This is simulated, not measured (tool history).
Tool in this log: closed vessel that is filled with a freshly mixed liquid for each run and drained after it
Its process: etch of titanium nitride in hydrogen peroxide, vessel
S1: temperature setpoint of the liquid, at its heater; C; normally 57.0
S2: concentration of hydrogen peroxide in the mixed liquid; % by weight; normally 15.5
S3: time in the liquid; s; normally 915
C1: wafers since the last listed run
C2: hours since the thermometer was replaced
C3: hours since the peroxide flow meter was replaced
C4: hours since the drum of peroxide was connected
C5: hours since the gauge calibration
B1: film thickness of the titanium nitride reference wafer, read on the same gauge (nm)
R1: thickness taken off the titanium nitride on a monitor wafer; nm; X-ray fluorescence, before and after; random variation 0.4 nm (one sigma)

{"run": 1, "day": 0.0, "S1": 52.5, "S2": 15.5, "S3": 915, "C1": 0, "C2": 1921.3, "C3": 1510.0, "C4": 358.3, "C5": 23.5, "B1": 60.01, "R1": 45.74}
{"run": 2, "day": 1.675, "S1": 52.5, "S2": 15.5, "S3": 915, "C1": 1383, "C2": 1961.5, "C3": 1550.2, "C4": 398.5, "C5": 63.7, "B1": 60.0, "R1": 46.31}
{"run": 3, "day": 3.262, "S1": 63.5, "S2": 15.5, "S3": 795, "C1": 1310, "C2": 1999.6, "C3": 1588.3, "C4": 436.6, "C5": 101.8, "B1": 60.03, "R1": 84.4}
{"run": 4, "day": 4.792, "S1": 60.5, "S2": 17.0, "S3": 915, "C1": 1262, "C2": 2036.3, "C3": 1625.0, "C4": 473.3, "C5": 138.5, "B1": 60.01, "R1": 81.39}
{"run": 5, "day": 6.608, "S1": 57.0, "S2": 15.5, "S3": 915, "C1": 1500, "C2": 2079.9, "C3": 1668.6, "C4": 516.9, "C5": 182.1, "B1": 59.98, "R1": 62.1}
{"day": 7.554, "done": "new drum of peroxide connected"}
{"run": 6, "day": 12.467, "S1": 57.0, "S2": 15.5, "S3": 915, "C1": 4802, "C2": 2220.5, "C3": 1809.2, "C4": 117.9, "C5": 322.7, "B1": 60.01, "R1": 62.89}
{"day": 13.333, "done": "peroxide flow meter replaced"}
{"run": 7, "day": 15.292, "S1": 57.0, "S2": 15.5, "S3": 915, "C1": 2298, "C2": 2288.3, "C3": 47.0, "C4": 185.7, "C5": 390.5, "B1": 60.01, "R1": 62.07}
{"run": 8, "day": 17.671, "S1": 57.0, "S2": 15.5, "S3": 915, "C1": 1964, "C2": 2345.4, "C3": 104.1, "C4": 242.8, "C5": 447.6, "B1": 60.01, "R1": 61.63}
{"run": 9, "day": 19.058, "S1": 57.0, "S2": 15.5, "S3": 915, "C1": 1145, "C2": 2378.7, "C3": 137.4, "C4": 276.1, "C5": 480.9, "B1": 59.98, "R1": 61.89}
{"day": 19.5, "done": "thermometer replaced"}
{"run": 10, "day": 21.104, "S1": 57.0, "S2": 15.5, "S3": 495, "C1": 1654, "C2": 38.5, "C3": 186.5, "C4": 325.2, "C5": 530.0, "B1": 59.99, "R1": 33.53}
{"run": 11, "day": 23.933, "S1": 57.0, "S2": 15.5, "S3": 915, "C1": 2336, "C2": 106.4, "C3": 254.4, "C4": 393.1, "C5": 597.9, "B1": 59.97, "R1": 61.53}
{"day": 25.262, "done": "new drum of peroxide connected"}
{"run": 12, "day": 25.954, "S1": 57.0, "S2": 15.5, "S3": 915, "C1": 1634, "C2": 154.9, "C3": 302.9, "C4": 16.6, "C5": 646.4, "B1": 59.99, "R1": 61.22}
{"run": 13, "day": 27.771, "S1": 57.0, "S2": 12.5, "S3": 915, "C1": 1500, "C2": 198.5, "C3": 346.5, "C4": 60.2, "C5": 690.0, "B1": 59.97, "R1": 58.31}
{"run": 14, "day": 29.658, "S1": 64.0, "S2": 12.0, "S3": 915, "C1": 1558, "C2": 243.8, "C3": 391.8, "C4": 105.5, "C5": 735.3, "B1": 60.0, "R1": 93.69}
{"run": 15, "day": 32.033, "S1": 47.0, "S2": 15.5, "S3": 915, "C1": 1961, "C2": 300.8, "C3": 448.8, "C4": 162.5, "C5": 792.3, "B1": 60.03, "R1": 30.21}
{"run": 16, "day": 34.167, "S1": 50.5, "S2": 15.5, "S3": 715, "C1": 1761, "C2": 352.0, "C3": 500.0, "C4": 213.7, "C5": 843.5, "B1": 59.98, "R1": 30.59}
{"run": 17, "day": 35.988, "S1": 57.0, "S2": 15.5, "S3": 915, "C1": 1503, "C2": 395.7, "C3": 543.7, "C4": 257.4, "C5": 887.2, "B1": 60.0, "R1": 62.65}
{"day": 36.367, "done": "gauge calibrated"}
{"run": 18, "day": 37.725, "S1": 49.0, "S2": 14.0, "S3": 550, "C1": 1434, "C2": 437.4, "C3": 585.4, "C4": 299.1, "C5": 32.6, "B1": 59.98, "R1": 20.98}
{"run": 19, "day": 39.192, "S1": 57.0, "S2": 15.5, "S3": 1460, "C1": 1211, "C2": 472.6, "C3": 620.6, "C4": 334.3, "C5": 67.8, "B1": 59.98, "R1": 99.75}
{"run": 20, "day": 42.088, "S1": 52.5, "S2": 14.0, "S3": 510, "C1": 2391, "C2": 542.1, "C3": 690.1, "C4": 403.8, "C5": 137.3, "B1": 60.0, "R1": 24.8}
{"run": 21, "day": 44.333, "S1": 64.5, "S2": 15.5, "S3": 1185, "C1": 1854, "C2": 596.0, "C3": 744.0, "C4": 457.7, "C5": 191.2, "B1": 60.0, "R1": 132.67}
{"run": 22, "day": 46.396, "S1": 57.0, "S2": 15.5, "S3": 915, "C1": 1703, "C2": 645.5, "C3": 793.5, "C4": 507.2, "C5": 240.7, "B1": 60.01, "R1": 62.63}
{"day": 48.158, "done": "new drum of peroxide connected"}
{"run": 23, "day": 49.288, "S1": 57.0, "S2": 15.5, "S3": 915, "C1": 2353, "C2": 714.9, "C3": 862.9, "C4": 27.1, "C5": 310.1, "B1": 60.04, "R1": 62.17}
{"run": 24, "day": 51.512, "S1": 57.0, "S2": 17.0, "S3": 915, "C1": 1837, "C2": 768.3, "C3": 916.3, "C4": 80.5, "C5": 363.5, "B1": 60.02, "R1": 62.77}
{"run": 25, "day": 53.6, "S1": 57.0, "S2": 18.5, "S3": 915, "C1": 1723, "C2": 818.4, "C3": 966.4, "C4": 130.6, "C5": 413.6, "B1": 60.0, "R1": 64.9}
{"run": 26, "day": 55.542, "S1": 57.0, "S2": 15.5, "S3": 475, "C1": 1603, "C2": 865.0, "C3": 1013.0, "C4": 177.2, "C5": 460.2, "B1": 59.98, "R1": 32.38}
{"run": 27, "day": 57.462, "S1": 65.0, "S2": 13.5, "S3": 755, "C1": 1586, "C2": 911.1, "C3": 1059.1, "C4": 223.3, "C5": 506.3, "B1": 60.0, "R1": 85.53}
{"run": 28, "day": 59.1, "S1": 53.5, "S2": 18.5, "S3": 1335, "C1": 1352, "C2": 950.4, "C3": 1098.4, "C4": 262.6, "C5": 545.6, "B1": 59.99, "R1": 74.34}
{"run": 29, "day": 60.208, "S1": 47.5, "S2": 17.0, "S3": 1405, "C1": 915, "C2": 977.0, "C3": 1125.0, "C4": 289.2, "C5": 572.2, "B1": 60.03, "R1": 49.87}
{"run": 30, "day": 63.2, "S1": 57.0, "S2": 15.5, "S3": 915, "C1": 2470, "C2": 1048.8, "C3": 1196.8, "C4": 361.0, "C5": 644.0, "B1": 59.99, "R1": 62.35}

3 options for the next run, each taken on its own from the tool as it stands now. Forecast them:
{"run": "A", "day": 63.238, "S1": 57.0, "S2": 15.5, "S3": 915, "C1": 30, "C2": 1049.7, "C3": 1197.7, "C4": 361.9, "C5": 644.9, "B1": "?", "R1": "?"}
{"run": "B", "day": 63.238, "S1": 65.0, "S2": 17.0, "S3": 1370, "C1": 30, "C2": 1049.7, "C3": 1197.7, "C4": 361.9, "C5": 644.9, "B1": "?", "R1": "?"}
{"run": "C", "day": 63.238, "S1": 53.5, "S2": 15.5, "S3": 915, "C1": 30, "C2": 1049.7, "C3": 1197.7, "C4": 361.9, "C5": 644.9, "B1": "?", "R1": "?"}

run=A B1=60.03 R1=62.23
run=B B1=60.03 R1=163.15
run=C B1=60.03 R1=48.72
Had the tool no hidden state, the same runs would have come out as:
run=A R1=61.00
run=B R1=159.91
run=C R1=47.76
